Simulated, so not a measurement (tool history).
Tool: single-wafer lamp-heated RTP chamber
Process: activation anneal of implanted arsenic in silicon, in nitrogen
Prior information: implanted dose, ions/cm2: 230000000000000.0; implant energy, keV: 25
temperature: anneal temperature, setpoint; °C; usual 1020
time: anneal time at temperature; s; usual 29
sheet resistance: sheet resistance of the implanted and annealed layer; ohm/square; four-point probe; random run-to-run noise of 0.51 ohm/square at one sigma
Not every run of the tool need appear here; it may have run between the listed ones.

| run | day | temperature | time | read-back reference wafer on the same gauge, sheet resistance | sheet resistance |
|---|---|---|---|---|---|
| 1 | 0.000 | 1020 | 34 | 300.90 | 338.47 |
| 2 | 0.712 | 1020 | 29 | 300.81 | 338.87 |
| 3 | 1.438 | 1020 | 29 | 300.46 | 338.73 |
| 4 | 1.954 | 1020 | 29 | 300.68 | 338.92 |
|  | 2.488 | pyrometer window cleaned and pyrometer calibrated |
| 5 | 3.971 | 1020 | 18 | 300.39 | 340.44 |
| 6 | 4.504 | 1020 | 18 | 300.16 | 339.64 |
| 7 | 5.204 | 1020 | 18 | 300.12 | 341.06 |
| 8 | 5.883 | 1020 | 29 | 299.81 | 337.65 |
| 9 | 6.712 | 1020 | 29 | 299.74 | 337.62 |
| 10 | 7.100 | 1020 | 29 | 299.44 | 337.60 |
| 11 | 7.717 | 1020 | 29 | 299.37 | 336.86 |
| 12 | 8.033 | 1020 | 29 | 299.16 | 337.06 |
| 13 | 8.604 | 1020 | 29 | 299.01 | 337.25 |
| 14 | 9.033 | 1020 | 29 | 298.99 | 336.93 |
| 15 | 9.725 | 1020 | 29 | 298.88 | 336.96 |
| 16 | 10.017 | 1020 | 29 | 298.61 | 335.69 |
| 17 | 10.633 | 1020 | 29 | 298.20 | 336.99 |
| 18 | 10.971 | 1020 | 29 | 298.16 | 336.06 |
| 19 | 11.575 | 1020 | 45 | 297.98 | 332.41 |
|  | 12.579 | pyrometer window cleaned and pyrometer calibrated |
| 20 | 13.125 | 1002 | 22 | 297.03 | 337.66 |
|  | 13.621 | gauge calibrated |
| 21 | 13.821 | 1020 | 29 | 301.57 | 340.05 |
| 22 | 14.567 | 994 | 39 | 301.68 | 341.61 |
| 23 | 14.962 | 1012 | 29 | 301.55 | 340.57 |
| 24 | 15.275 | 1032 | 12 | 301.58 | 341.65 |
| 25 | 15.746 | 1020 | 29 | 301.68 | 340.72 |
|  | 17.279 | reflector plate cleaned |
| 26 | 17.638 | 1011 | 35 | 301.27 | 339.00 |
| 27 | 18.083 | 1042 | 35 | 301.30 | 335.96 |
| 28 | 18.388 | 1007 | 15 | 301.38 | 343.50 |
| 29 | 19.104 | 1008 | 12 | 301.09 | 343.97 |
| 30 | 19.371 | 1044 | 20 | 301.10 | 338.31 |
| 31 | 19.979 | 996 | 29 | 301.10 | 341.03 |
| 32 | 20.588 | 1020 | 29 | 300.96 | 337.80 |
| 33 | 21.262 | 1041 | 13 | 300.83 | 340.92 |
| 34 | 21.583 | 1020 | 46 | 300.58 | 336.12 |
| 35 | 21.854 | 1046 | 35 | 300.54 | 334.92 |
| 36 | 22.129 | 1036 | 17 | 300.36 | 339.66 |
| 37 | 22.862 | 991 | 19 | 300.39 | 342.69 |

Branching from run 37: 4 alternative next runs. What would each branch give?
| A | 22.879 | 1044 | 29 | ? | ? |
| B | 22.879 | 1029 | 40 | ? | ? |
| C | 22.879 | 1001 | 21 | ? | ? |
| D | 22.879 | 1042 | 20 | ? | ? |

| run | read-back reference wafer on the same gauge, sheet resistance | sheet resistance |
|---|---|---|
| A | 300.37 | 335.13 |
| B | 300.37 | 335.20 |
| C | 300.37 | 341.18 |
| D | 300.37 | 337.51 |
The same runs, with their run-to-run variation unchanged, on a tool lacking any hidden condition would have given:
| run | sheet resistance |
|---|---|
| A | 336.05 |
| B | 336.12 |
| C | 342.11 |
| D | 338.43 |

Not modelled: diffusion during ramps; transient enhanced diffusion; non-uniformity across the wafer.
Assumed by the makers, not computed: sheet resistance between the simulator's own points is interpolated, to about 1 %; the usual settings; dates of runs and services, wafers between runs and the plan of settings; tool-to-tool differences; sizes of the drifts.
